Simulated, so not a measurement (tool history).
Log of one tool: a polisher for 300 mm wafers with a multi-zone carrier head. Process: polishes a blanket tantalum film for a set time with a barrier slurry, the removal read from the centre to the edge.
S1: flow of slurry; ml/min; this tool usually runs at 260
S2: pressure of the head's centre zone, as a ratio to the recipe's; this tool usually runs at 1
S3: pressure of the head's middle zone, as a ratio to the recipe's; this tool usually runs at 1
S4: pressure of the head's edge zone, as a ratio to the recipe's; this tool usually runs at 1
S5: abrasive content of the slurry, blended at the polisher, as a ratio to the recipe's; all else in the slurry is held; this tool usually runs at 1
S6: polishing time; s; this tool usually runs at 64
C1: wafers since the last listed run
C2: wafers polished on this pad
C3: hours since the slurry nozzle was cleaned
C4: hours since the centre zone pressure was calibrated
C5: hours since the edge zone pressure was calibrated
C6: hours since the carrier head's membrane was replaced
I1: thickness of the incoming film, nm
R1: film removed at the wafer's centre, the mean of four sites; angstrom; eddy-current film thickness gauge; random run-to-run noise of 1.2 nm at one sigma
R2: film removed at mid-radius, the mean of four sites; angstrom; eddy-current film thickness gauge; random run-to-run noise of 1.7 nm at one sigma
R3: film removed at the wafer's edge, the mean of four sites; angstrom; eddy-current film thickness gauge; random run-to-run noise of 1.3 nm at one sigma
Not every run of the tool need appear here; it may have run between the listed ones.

{"run": 1, "day": 0.0, "S1": 260, "S2": 1, "S3": 1, "S4": 1, "S5": 1, "S6": 64, "C1": 0, "C2": 12, "C3": 572, "C4": 680.9, "C5": 385.9, "C6": 1686.1, "I1": 337.8, "R1": 1453, "R2": 1417, "R3": 1427}
{"day": 0.792, "done": "slurry nozzle cleaned"}
{"run": 2, "day": 2.142, "S1": 260, "S2": 1, "S3": 1, "S4": 1, "S5": 1, "S6": 64, "C1": 309, "C2": 321, "C3": 32.4, "C4": 732.3, "C5": 437.3, "C6": 1737.5, "I1": 339.1, "R1": 1440, "R2": 1427, "R3": 1425}
{"run": 3, "day": 5.946, "S1": 260, "S2": 1, "S3": 1, "S4": 1, "S5": 0.9, "S6": 64, "C1": 560, "C2": 882, "C3": 123.7, "C4": 823.6, "C5": 528.6, "C6": 1828.8, "I1": 343.2, "R1": 1369, "R2": 1348, "R3": 1356}
{"run": 4, "day": 7.571, "S1": 260, "S2": 1, "S3": 1, "S4": 1, "S5": 0.9, "S6": 64, "C1": 239, "C2": 1121, "C3": 162.7, "C4": 862.6, "C5": 567.6, "C6": 1867.8, "I1": 340.6, "R1": 1364, "R2": 1367, "R3": 1352}
{"day": 7.838, "done": "worn pad replaced by a new one"}
{"run": 5, "day": 10.146, "S1": 260, "S2": 1, "S3": 1, "S4": 1, "S5": 0.9, "S6": 64, "C1": 354, "C2": 340, "C3": 224.5, "C4": 924.4, "C5": 629.4, "C6": 1929.6, "I1": 335.8, "R1": 1356, "R2": 1361, "R3": 1363}
{"run": 6, "day": 14.425, "S1": 230, "S2": 1, "S3": 1, "S4": 1, "S5": 1, "S6": 64, "C1": 630, "C2": 970, "C3": 327.2, "C4": 1027.1, "C5": 732.1, "C6": 2032.3, "I1": 340.9, "R1": 1400, "R2": 1405, "R3": 1420}
{"day": 17.442, "done": "worn pad replaced by a new one"}
{"day": 18.442, "done": "edge zone pressure recalibrated"}
{"run": 7, "day": 18.708, "S1": 230, "S2": 1, "S3": 1, "S4": 1, "S5": 1, "S6": 64, "C1": 594, "C2": 174, "C3": 430, "C4": 1129.9, "C5": 6.4, "C6": 2135.1, "I1": 333.4, "R1": 1409, "R2": 1411, "R3": 1427}
{"day": 21.796, "done": "carrier head's membrane replaced by a new one"}
{"run": 8, "day": 22.9, "S1": 260, "S2": 1, "S3": 1, "S4": 1, "S5": 1, "S6": 64, "C1": 586, "C2": 760, "C3": 530.6, "C4": 1230.5, "C5": 107, "C6": 26.5, "I1": 347.4, "R1": 1464, "R2": 1451, "R3": 1453}
{"day": 23.729, "done": "slurry nozzle cleaned"}
{"run": 9, "day": 25.579, "S1": 235, "S2": 1, "S3": 0.89, "S4": 1, "S5": 1, "S6": 45, "C1": 388, "C2": 1149, "C3": 44.4, "C4": 1294.8, "C5": 171.3, "C6": 90.8, "I1": 335.3, "R1": 981, "R2": 877, "R3": 1021}
{"day": 26.242, "done": "worn pad replaced by a new one"}
{"run": 10, "day": 29.596, "S1": 260, "S2": 1.07, "S3": 1, "S4": 0.95, "S5": 1, "S6": 82, "C1": 567, "C2": 493, "C3": 140.8, "C4": 1391.2, "C5": 267.7, "C6": 187.2, "I1": 337.7, "R1": 1987, "R2": 1850, "R3": 1822}
{"day": 31.617, "done": "centre zone pressure recalibrated"}
{"run": 11, "day": 32.025, "S1": 260, "S2": 1.1, "S3": 1, "S4": 1, "S5": 1.1, "S6": 64, "C1": 345, "C2": 839, "C3": 199.1, "C4": 9.8, "C5": 326, "C6": 245.5, "I1": 342.1, "R1": 1663, "R2": 1500, "R3": 1503}
{"run": 12, "day": 33.729, "S1": 260, "S2": 1, "S3": 1, "S4": 1, "S5": 1, "S6": 58, "C1": 251, "C2": 1090, "C3": 240, "C4": 50.7, "C5": 366.9, "C6": 286.4, "I1": 342.9, "R1": 1312, "R2": 1309, "R3": 1274}
{"day": 34.317, "done": "worn pad replaced by a new one"}
{"run": 13, "day": 37.496, "S1": 260, "S2": 1.09, "S3": 1.07, "S4": 1, "S5": 1.2, "S6": 64, "C1": 530, "C2": 468, "C3": 330.4, "C4": 141.1, "C5": 457.3, "C6": 376.8, "I1": 340.4, "R1": 1684, "R2": 1590, "R3": 1531}

The next listed run, before its measurement:
{"run": 14, "day": 41.117, "S1": 260, "S2": 1.1, "S3": 1, "S4": 1, "S5": 1, "S6": 53, "C1": 533, "C2": 1001, "C3": 417.3, "C4": 228, "C5": 544.2, "C6": 463.7, "I1": 346.5, "R1": "?", "R2": "?", "R3": "?"}

{"run 14": {"R1": 1300, "R2": 1167, "R3": 1186}}
On a tool with no hidden condition, and with the same random variation, this run would have come out at R1 1300 angstrom, R2 1167 angstrom, R3 1186 angstrom.

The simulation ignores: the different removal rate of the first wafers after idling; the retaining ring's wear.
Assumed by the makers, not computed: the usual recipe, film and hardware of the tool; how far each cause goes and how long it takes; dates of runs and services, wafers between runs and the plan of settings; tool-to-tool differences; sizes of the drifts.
